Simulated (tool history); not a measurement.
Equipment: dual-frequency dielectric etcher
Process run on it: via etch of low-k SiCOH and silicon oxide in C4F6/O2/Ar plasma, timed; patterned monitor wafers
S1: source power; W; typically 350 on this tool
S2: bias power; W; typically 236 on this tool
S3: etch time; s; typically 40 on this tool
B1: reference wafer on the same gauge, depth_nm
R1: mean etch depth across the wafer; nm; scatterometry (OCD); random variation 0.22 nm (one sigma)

run 1 hour=0 | S1=350 S2=236 S3=40 | B1=97.1 | R1=96.3
run 2 hour=195.1 | S1=350 S2=236 S3=40 | B1=97.1 | R1=96.6
run 3 hour=241.4 | S1=350 S2=236 S3=40 | B1=97 | R1=96.2
run 4 hour=357.3 | S1=350 S2=203 S3=40 | B1=97.1 | R1=92.2
run 5 hour=404.2 | S1=350 S2=203 S3=40 | B1=97.2 | R1=92
run 6 hour=429.2 | S1=350 S2=203 S3=40 | B1=97.1 | R1=92.2
run 7 hour=462.9 | S1=350 S2=236 S3=40 | B1=97.1 | R1=96.5
run 8 hour=487 | S1=350 S2=236 S3=40 | B1=97.1 | R1=96.2
run 9 hour=557 | S1=350 S2=236 S3=40 | B1=97.2 | R1=95.8
run 10 hour=623.9 | S1=350 S2=236 S3=40 | B1=97.1 | R1=96.5
run 11 hour=668 | S1=310 S2=217 S3=44.5 | B1=97.1 | R1=100.7
run 12 hour=734.9 | S1=320 S2=279 S3=46 | B1=97.1 | R1=113.7
run 13 hour=759.8 | S1=280 S2=236 S3=43.5 | B1=97.1 | R1=97.9
run 14 hour=789.5 | S1=380 S2=276 S3=43.5 | B1=97.2 | R1=112.4
run 15 hour=832.1 | S1=350 S2=236 S3=40 | B1=97.1 | R1=96.1
run 16 hour=863.4 | S1=320 S2=236 S3=30.5 | B1=97.1 | R1=71.4
run 17 hour=923.5 | S1=370 S2=236 S3=49 | B1=97.1 | R1=120.2
run 18 hour=989.5 | S1=350 S2=189 S3=33.5 | B1=97.1 | R1=75.5
run 19 hour=1075.2 | S1=280 S2=261 S3=29 | B1=97.1 | R1=67.1
run 20 hour=1112 | S1=350 S2=236 S3=47.5 | B1=97.1 | R1=114.2
run 21 hour=1180.8 | S1=350 S2=236 S3=40 | B1=97.1 | R1=98.1
run 22 hour=1217.1 | S1=430 S2=270 S3=29.5 | B1=97.1 | R1=80.4
run 23 hour=1287.6 | S1=270 S2=200 S3=37 | B1=97.1 | R1=79.5
run 24 hour=1350.7 | S1=350 S2=236 S3=40 | B1=97.2 | R1=97.8
run 25 hour=1397.6 | S1=350 S2=236 S3=40 | B1=97.1 | R1=97.6
run 26 hour=1558.3 | S1=420 S2=184 S3=35.5 | B1=97.1 | R1=85.3
run 27 hour=1609.2 | S1=350 S2=236 S3=40 | B1=97.1 | R1=97.2
run 28 hour=1676.4 | S1=390 S2=255 S3=31.5 | B1=97.1 | R1=81.1
run 29 hour=1725.5 | S1=350 S2=200 S3=49 | B1=97.1 | R1=113.6

The log once held 8 entries between its listed runs, left out of this copy. Where does each go, and what is different about the tool's unlogged condition between the listed run before it and the listed run after it?
In the gap between runs 1 and 2: wet clean of the chamber (hour 194.6)
  source power that arrives over what is set, %: -4.55 -> -4.67
  measured minus no-state result, R1: -1.4 -> -1.5 nm
In the gap between runs 3 and 4: upper electrode replaced (hour 336)
  source power that arrives over what is set, %: -4.7 -> -4.76
  measured minus no-state result, R1: -1.5 -> -1.4 nm
In the gap between runs 11 and 12: wet clean of the chamber (hour 726.2)
  source power that arrives over what is set, %: -4.89 -> -4.91
  measured minus no-state result, R1: -1.6 -> -1.8 nm
In the gap between runs 14 and 15: bias power generator calibrated (hour 826.2)
  source power that arrives over what is set, %: -4.93 -> -4.94
  measured minus no-state result, R1: -1.8 -> -1.5 nm
In the gap between runs 20 and 21: source power generator calibrated (hour 1174.7); wet clean of the chamber (hour 1180.3)
  source power that arrives over what is set, %: -5.02 -> 0.444
  measured minus no-state result, R1: -1.9 -> +0.1 nm
In the gap between runs 22 and 23: gauge calibrated (hour 1218.5)
  source power that arrives over what is set, %: 0.263 -> -0.0721
  measured minus no-state result, R1: +0.1 -> +0 nm
In the gap between runs 27 and 28: wet clean of the chamber (hour 1675.9)
  source power that arrives over what is set, %: -1.34 -> -1.56
  measured minus no-state result, R1: -0.4 -> -0.4 nm
